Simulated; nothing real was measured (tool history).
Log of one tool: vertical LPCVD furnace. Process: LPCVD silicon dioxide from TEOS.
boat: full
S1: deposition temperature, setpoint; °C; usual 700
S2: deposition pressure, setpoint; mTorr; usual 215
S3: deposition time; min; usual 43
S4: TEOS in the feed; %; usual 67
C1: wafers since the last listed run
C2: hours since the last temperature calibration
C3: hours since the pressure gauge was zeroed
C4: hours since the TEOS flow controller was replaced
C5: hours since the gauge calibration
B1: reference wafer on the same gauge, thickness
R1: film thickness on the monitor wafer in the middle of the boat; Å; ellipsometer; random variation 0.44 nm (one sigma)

Run 1, hour 0: usual settings; C1 0; C2 1965; C3 1684; C4 5802; C5 638.6; B1 209.03. Result: R1 2622.7 Å.
Run 2, hour 39: usual settings; C1 455; C2 2004; C3 1723; C4 5841; C5 677.6; B1 208.99. Result: R1 2630.4 Å.
Run 3, hour 83.3: usual settings; C1 517; C2 2048.3; C3 1767.3; C4 5885.3; C5 721.9; B1 209.02. Result: R1 2634.3 Å.
Run 4, hour 136.7: usual settings; C1 624; C2 2101.7; C3 1820.7; C4 5938.7; C5 775.3; B1 208.96. Result: R1 2626.6 Å.
Run 5, hour 194.6: usual settings; C1 676; C2 2159.6; C3 1878.6; C4 5996.6; C5 833.2; B1 209.01. Result: R1 2633.7 Å.
Run 6, hour 242.2: usual settings; C1 556; C2 2207.2; C3 1926.2; C4 6044.2; C5 880.8; B1 208.99. Result: R1 2633.9 Å.
Run 7, hour 282: usual settings; C1 465; C2 2247; C3 1966; C4 6084; C5 920.6; B1 209. Result: R1 2644.4 Å.
Run 8, hour 335.7: usual settings; C1 627; C2 2300.7; C3 2019.7; C4 6137.7; C5 974.3; B1 208.99. Result: R1 2641.6 Å.
At hour 352.4: gauge calibrated.
At hour 403.2: thermocouples replaced and temperature profile calibrated.
At hour 468.7: TEOS flow controller replaced.
Run 9, hour 496.8: usual settings; C1 1322; C2 93.6; C3 2180.8; C4 28.1; C5 144.4; B1 208.99. Result: R1 2554.3 Å.
Run 10, hour 542.1: usual settings but S2 195 mTorr, S3 50 min; C1 529; C2 138.9; C3 2226.1; C4 73.4; C5 189.7; B1 209.01. Result: R1 2844.2 Å.
Run 11, hour 570.2: usual settings but S1 695 °C, S2 260 mTorr; C1 328; C2 167; C3 2254.2; C4 101.5; C5 217.8; B1 208.97. Result: R1 2505.6 Å.
Run 12, hour 611.9: usual settings but S1 693 °C, S2 260 mTorr; C1 487; C2 208.7; C3 2295.9; C4 143.2; C5 259.5; B1 208.96. Result: R1 2394.7 Å.
At hour 731: pressure gauge zeroed.
Run 13, hour 731.5: usual settings but S1 711 °C, S2 165 mTorr, S3 59 min, S4 73 %; C1 1117; C2 328.3; C3 0.5; C4 262.8; C5 379.1; B1 208.94. Result: R1 4129.1 Å.
Run 14, hour 793.1: usual settings; C1 720; C2 389.9; C3 62.1; C4 324.4; C5 440.7; B1 209.04. Result: R1 2562.6 Å.
Run 15, hour 856.5: usual settings but S2 235 mTorr, S3 58 min, S4 58 %; C1 741; C2 453.3; C3 125.5; C4 387.8; C5 504.1; B1 209.05. Result: R1 3367.7 Å.
Run 16, hour 902: usual settings; C1 531; C2 498.8; C3 171; C4 433.3; C5 549.6; B1 208.97. Result: R1 2572.7 Å.
Run 17, hour 947.2: usual settings but S4 58 %; C1 528; C2 544; C3 216.2; C4 478.5; C5 594.8; B1 208.96. Result: R1 2399.1 Å.
Run 18, hour 988.9: usual settings; C1 487; C2 585.7; C3 257.9; C4 520.2; C5 636.5; B1 208.99. Result: R1 2578.6 Å.

4 ways to go on from here, each from the tool as it stands after run 18. What would each give?
Run A, hour 994.3: usual settings but S3 27 min; C1 63; C2 591.1; C3 263.3; C4 525.6; C5 641.9; B1 ?. Result: R1 ?.
Run B, hour 994.3: usual settings but S1 693 °C, S3 29 min, S4 73 %; C1 63; C2 591.1; C3 263.3; C4 525.6; C5 641.9; B1 ?. Result: R1 ?.
Run C, hour 994.3: usual settings but S2 265 mTorr, S3 49.5 min; C1 63; C2 591.1; C3 263.3; C4 525.6; C5 641.9; B1 ?. Result: R1 ?.
Run D, hour 994.3: usual settings but S2 175 mTorr, S3 36.5 min; C1 63; C2 591.1; C3 263.3; C4 525.6; C5 641.9; B1 ?. Result: R1 ?.

run      B1      R1
  A  209.02  1621.5
  B  209.02  1543.6
  C  209.02  3299.1
  D  209.02  1978.5
Without the tool's hidden state the same runs would have given:
run      R1
  A  1571.9
  B  1495.8
  C  3199.5
  D  1917.2
